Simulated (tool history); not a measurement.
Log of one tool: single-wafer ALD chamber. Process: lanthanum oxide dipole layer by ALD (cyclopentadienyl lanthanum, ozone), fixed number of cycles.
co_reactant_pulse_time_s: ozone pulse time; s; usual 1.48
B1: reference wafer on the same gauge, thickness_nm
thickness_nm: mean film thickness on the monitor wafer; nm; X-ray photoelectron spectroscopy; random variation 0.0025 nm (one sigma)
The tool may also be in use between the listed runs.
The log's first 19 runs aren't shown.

At hour 562.8: thermocouple changed; heater temperature recalibrated.
Run 20, hour 596.9: usual settings but co_reactant_pulse_time_s 1.74 s; B1 0.564. Result: thickness_nm 0.596 nm.
Run 21, hour 615.7: usual settings but co_reactant_pulse_time_s 1.84 s; B1 0.563. Result: thickness_nm 0.601 nm.
Run 22, hour 647.7: usual settings; B1 0.564. Result: thickness_nm 0.585 nm.
Run 23, hour 663.4: usual settings; B1 0.565. Result: thickness_nm 0.581 nm.
At hour 699.6: showerhead replaced.
Run 24, hour 700.1: usual settings but co_reactant_pulse_time_s 1.15 s; B1 0.565. Result: thickness_nm 0.562 nm.
Run 25, hour 722.0: usual settings but co_reactant_pulse_time_s 1.22 s; B1 0.564. Result: thickness_nm 0.564 nm.
Run 26, hour 748.4: usual settings; B1 0.563. Result: thickness_nm 0.583 nm.
Run 27, hour 811.2: usual settings but co_reactant_pulse_time_s 1.86 s; B1 0.564. Result: thickness_nm 0.595 nm.
Run 28, hour 836.0: usual settings but co_reactant_pulse_time_s 1.93 s; B1 0.564. Result: thickness_nm 0.596 nm.
Run 29, hour 866.9: usual settings; B1 0.565. Result: thickness_nm 0.579 nm.
Run 30, hour 886.7: usual settings but co_reactant_pulse_time_s 0.99 s; B1 0.564. Result: thickness_nm 0.541 nm.

Run 31 comes next. What will it give?
Run 31, hour 913.8: usual settings but co_reactant_pulse_time_s 1.70 s; B1 ?. Result: thickness_nm ?.

{"run 31": {"B1": 0.565, "thickness_nm": 0.586}}
Without the tool's hidden state the same run would have given thickness_nm 0.594 nm.
